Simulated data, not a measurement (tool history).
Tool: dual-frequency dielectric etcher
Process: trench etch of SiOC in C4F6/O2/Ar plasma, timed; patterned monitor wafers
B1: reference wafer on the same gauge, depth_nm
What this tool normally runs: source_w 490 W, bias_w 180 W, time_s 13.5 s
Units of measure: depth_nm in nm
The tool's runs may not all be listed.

Run 1, hour 0: usual settings; B1 34.82. Result: depth_nm 33.24 nm.
Run 2, hour 13.5: usual settings; B1 34.86. Result: depth_nm 33.12 nm.
Run 3, hour 25.8: usual settings; B1 34.8. Result: depth_nm 33.13 nm.
Run 4, hour 38.6: usual settings; B1 34.79. Result: depth_nm 33.34 nm.
Run 5, hour 59.4: usual settings; B1 34.79. Result: depth_nm 33.26 nm.
Run 6, hour 85.8: usual settings; B1 34.83. Result: depth_nm 33.46 nm.
Run 7, hour 113.8: usual settings; B1 34.8. Result: depth_nm 33.23 nm.
Run 8, hour 148.8: usual settings; B1 34.79. Result: depth_nm 33.08 nm.
Run 9, hour 178.3: usual settings; B1 34.8. Result: depth_nm 33.37 nm.
Run 10, hour 213: usual settings; B1 34.81. Result: depth_nm 33.35 nm.
Run 11, hour 226.8: usual settings; B1 34.79. Result: depth_nm 33.16 nm.
At hour 251.4: upper electrode replaced.
Run 12, hour 251.9: usual settings; B1 34.79. Result: depth_nm 33.21 nm.
Run 13, hour 278.3: usual settings but source_w 530 W, time_s 9.5 s; B1 34.81. Result: depth_nm 24.32 nm.
Run 14, hour 294.4: usual settings but source_w 560 W; B1 34.79. Result: depth_nm 35.29 nm.
At hour 332.6: wet clean of the chamber.
Run 15, hour 333.1: usual settings; B1 34.78. Result: depth_nm 33.11 nm.
Run 16, hour 352.2: usual settings but source_w 540 W, time_s 15.5 s; B1 34.83. Result: depth_nm 39.95 nm.

Run 17, settings as shown, results not yet in. Your forecast:
At hour 388.8: bias power generator calibrated.
Run 17, hour 389.3: usual settings; B1 ?. Result: depth_nm ?.

{"run 17": {"B1": 34.82, "depth_nm": 33.24}}
On a tool with no hidden condition, and with the same random variation, this run would have come out at depth_nm 33.24 nm.
